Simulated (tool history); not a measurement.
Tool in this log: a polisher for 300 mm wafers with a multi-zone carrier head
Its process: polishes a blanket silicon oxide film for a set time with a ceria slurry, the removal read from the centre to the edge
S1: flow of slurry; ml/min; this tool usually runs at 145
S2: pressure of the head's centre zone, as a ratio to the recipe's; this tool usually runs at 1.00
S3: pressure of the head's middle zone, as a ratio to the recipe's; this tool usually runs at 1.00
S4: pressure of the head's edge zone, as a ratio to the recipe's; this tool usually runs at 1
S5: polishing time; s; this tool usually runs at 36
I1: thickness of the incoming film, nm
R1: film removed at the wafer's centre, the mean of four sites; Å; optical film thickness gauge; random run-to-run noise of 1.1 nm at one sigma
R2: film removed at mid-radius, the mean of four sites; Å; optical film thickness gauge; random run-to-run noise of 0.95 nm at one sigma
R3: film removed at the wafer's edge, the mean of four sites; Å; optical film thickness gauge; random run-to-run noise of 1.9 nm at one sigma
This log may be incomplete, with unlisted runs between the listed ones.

| run | hour | S1 | S2 | S3 | S4 | S5 | I1 | R1 | R2 | R3 |
|---|---|---|---|---|---|---|---|---|---|---|
| 1 | 0.0 | 145 | 1.00 | 1.00 | 1 | 36 | 1461.5 | 1497 | 1519 | 1488 |
| 2 | 26.3 | 145 | 1.00 | 1.00 | 1 | 36 | 1486.2 | 1492 | 1517 | 1554 |
| 3 | 52.8 | 145 | 1.00 | 1.00 | 1 | 36 | 1496.2 | 1516 | 1524 | 1539 |
|  | 58.2 | worn pad replaced by a new one |
| 4 | 106.6 | 145 | 1.00 | 1.00 | 1 | 36 | 1463.4 | 1502 | 1526 | 1532 |
|  | 164.3 | slurry nozzle cleaned |
| 5 | 165.7 | 145 | 1.00 | 1.00 | 1 | 36 | 1476.5 | 1505 | 1515 | 1530 |
|  | 178.3 | worn pad replaced by a new one |
| 6 | 212.1 | 145 | 1.00 | 1.00 | 1 | 36 | 1486.2 | 1517 | 1543 | 1543 |
|  | 257.5 | carrier head's membrane replaced by a new one |
| 7 | 281.6 | 145 | 1.00 | 1.00 | 1 | 36 | 1483.1 | 1505 | 1525 | 1511 |
|  | 285.9 | centre zone pressure recalibrated |
| 8 | 314.7 | 145 | 1.00 | 1.00 | 1 | 36 | 1508.9 | 1509 | 1531 | 1543 |
|  | 331.6 | worn pad replaced by a new one |
| 9 | 360.6 | 145 | 1.00 | 1.00 | 1 | 36 | 1461.4 | 1512 | 1510 | 1533 |
|  | 398.0 | edge zone pressure recalibrated |
| 10 | 403.9 | 175 | 1.00 | 1.00 | 1 | 36 | 1459.1 | 1578 | 1563 | 1590 |
|  | 465.5 | slurry nozzle cleaned |
| 11 | 468.4 | 145 | 1.12 | 1.00 | 1 | 43 | 1479.7 | 1988 | 1823 | 1851 |
|  | 481.3 | worn pad replaced by a new one |
| 12 | 506.1 | 145 | 1.00 | 1.00 | 1 | 36 | 1496.2 | 1517 | 1527 | 1504 |
| 13 | 570.0 | 165 | 1.00 | 1.08 | 1 | 36 | 1510.9 | 1527 | 1640 | 1551 |
| 14 | 621.6 | 145 | 0.89 | 1.00 | 1 | 45 | 1478.5 | 1699 | 1891 | 1887 |
|  | 627.6 | worn pad replaced by a new one |
| 15 | 671.7 | 145 | 1.08 | 1.09 | 1 | 24 | 1468.9 | 1075 | 1103 | 1017 |

The tool's hidden state at each run:
removal rate lost through wear of the pad, %: 0, the same for each run
slurry flow missing at the pad, %: 0, the same for each run
deviation of the centre zone's pressure from its setpoint, %: 0, the same for each run
deviation of the edge zone's pressure from its setpoint, %: 0, the same for each run
